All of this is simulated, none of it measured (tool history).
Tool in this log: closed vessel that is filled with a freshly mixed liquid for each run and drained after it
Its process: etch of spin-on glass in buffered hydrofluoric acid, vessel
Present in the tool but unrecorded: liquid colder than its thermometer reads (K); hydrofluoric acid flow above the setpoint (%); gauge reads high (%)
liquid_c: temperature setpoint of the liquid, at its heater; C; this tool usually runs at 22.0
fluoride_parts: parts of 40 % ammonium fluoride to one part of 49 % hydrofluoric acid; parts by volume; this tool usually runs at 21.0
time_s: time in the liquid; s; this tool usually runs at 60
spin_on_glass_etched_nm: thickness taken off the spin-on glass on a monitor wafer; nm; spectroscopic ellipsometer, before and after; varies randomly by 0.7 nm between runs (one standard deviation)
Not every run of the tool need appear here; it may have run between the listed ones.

run     day  liquid_c  fluoride_parts  time_s  wafers since the last listed run  hours since the thermometer was replaced  hours since the hydrofluoric acid flow meter was replaced  hours since the gauge calibration  read-back film thickness of the spin-on glass reference wafer, read on the same gauge (nm)  spin_on_glass_etched_nm
  1   0.000      22.0            21.0      70                                 0                                     122.8                                                     1979.0                              642.1                                                                                       40.00                   111.82
  2   1.858      22.0            17.5      60                              5873                                     167.4                                                     2023.6                              686.7                                                                                       39.95                   111.85
  3   2.950      19.5            21.0      60                              3450                                     193.6                                                     2049.8                              712.9                                                                                       39.99                    81.48
  4   4.079      19.5            21.0      60                              3568                                     220.7                                                     2076.9                              740.0                                                                                       39.99                    81.77
  5   5.392      22.0            23.5      60                              4147                                     252.2                                                     2108.4                              771.5                                                                                       40.03                    86.72
  6   6.792      22.0            23.5      60                              4424                                     285.8                                                     2142.0                              805.1                                                                                       40.01                    86.52
  7   7.742      22.0            23.5      60                              3002                                     308.6                                                     2164.8                              827.9                                                                                       40.00                    88.12
  8   8.362      22.0            26.0      60                              1962                                     323.5                                                     2179.7                              842.8                                                                                       40.00                    80.76
  9   9.325      22.0            26.0      60                              3041                                     346.6                                                     2202.8                              865.9                                                                                       39.95                    82.51
 10  10.800      22.0            26.0      60                              4661                                     382.0                                                     2238.2                              901.3                                                                                       40.01                    80.79
     10.967  -- hydrofluoric acid flow meter replaced
 11  12.917      22.0            21.0      60                              6557                                     432.8                                                       46.8                              952.1                                                                                       39.96                    94.50
 12  14.338      22.0            21.0      60                              4490                                     466.9                                                       80.9                              986.2                                                                                       39.97                    95.59
 13  15.433      22.0            21.0      60                              3463                                     493.2                                                      107.2                             1012.5                                                                                       39.97                    95.24
 14  16.304      22.0            21.0      60                              2752                                     514.1                                                      128.1                             1033.4                                                                                       39.99                    93.35
 15  17.371      22.0            29.0      60                              3371                                     539.7                                                      153.7                             1059.0                                                                                       40.00                    75.22
 16  18.825      22.0            28.5      60                              4595                                     574.6                                                      188.6                             1093.9                                                                                       40.02                    76.25
 17  19.388      26.0            21.0      50                              1777                                     588.1                                                      202.1                             1107.4                                                                                       39.98                    99.15
 18  20.217      22.0            26.5      40                              2620                                     608.0                                                      222.0                             1127.3                                                                                       40.00                    53.81
 19  21.425      22.0            26.0      60                              3818                                     637.0                                                      251.0                             1156.3                                                                                       39.93                    82.03
 20  22.042      20.5            24.0      30                              1948                                     651.8                                                      265.8                             1171.1                                                                                       40.02                    39.23
 21  22.700      22.0            21.0      60                              2080                                     667.6                                                      281.6                             1186.9                                                                                       40.01                    95.72
 22  23.750      26.5            21.0      60                              3318                                     692.8                                                      306.8                             1212.1                                                                                       39.98                   120.97
     24.512  -- thermometer replaced
 23  25.058      22.0            25.5      60                              4003                                      13.1                                                      338.2                             1243.5                                                                                       39.95                    83.33
     25.475  -- gauge calibrated
 24  25.642      26.5            27.5      40                              1843                                      27.1                                                      352.2                                4.0                                                                                       39.95                    67.14
 25  26.958      22.0            24.0      60                              4161                                      58.7                                                      383.8                               35.6                                                                                       40.02                    86.59
 26  28.079      22.0            13.0      85                              3542                                      85.6                                                      410.7                               62.5                                                                                       40.00                   211.84
 27  28.692      26.0            21.0      60                              1935                                     100.3                                                      425.4                               77.2                                                                                       39.98                   117.84
 28  30.121      22.0            23.5      60                              4516                                     134.6                                                      459.7                              111.5                                                                                       39.93                    88.37
 29  30.833      22.0            21.0      60                              2251                                     151.7                                                      476.8                              128.6                                                                                       40.05                    95.10
 30  32.088      26.0            21.0      60                              3963                                     181.8                                                      506.9                              158.7                                                                                       39.99                   116.35
 31  33.279      26.0            27.0      35                              3766                                     210.4                                                      535.5                              187.3                                                                                       40.05                    58.48
 32  34.667      22.0            27.5      80                              4385                                     243.7                                                      568.8                              220.6                                                                                       39.99                   103.98

Hidden state at the last listed run before each entry between runs and at the first one after, where it differs:
Logged between run 10 and run 11: hydrofluoric acid flow meter replaced (day 10.967)
  nothing in the hidden state changes from one run to the other
Logged between run 22 and run 23: thermometer replaced (day 24.512)
  nothing in the hidden state changes from one run to the other
Logged between run 23 and run 24: gauge calibrated (day 25.475)
  nothing in the hidden state changes from one run to the other
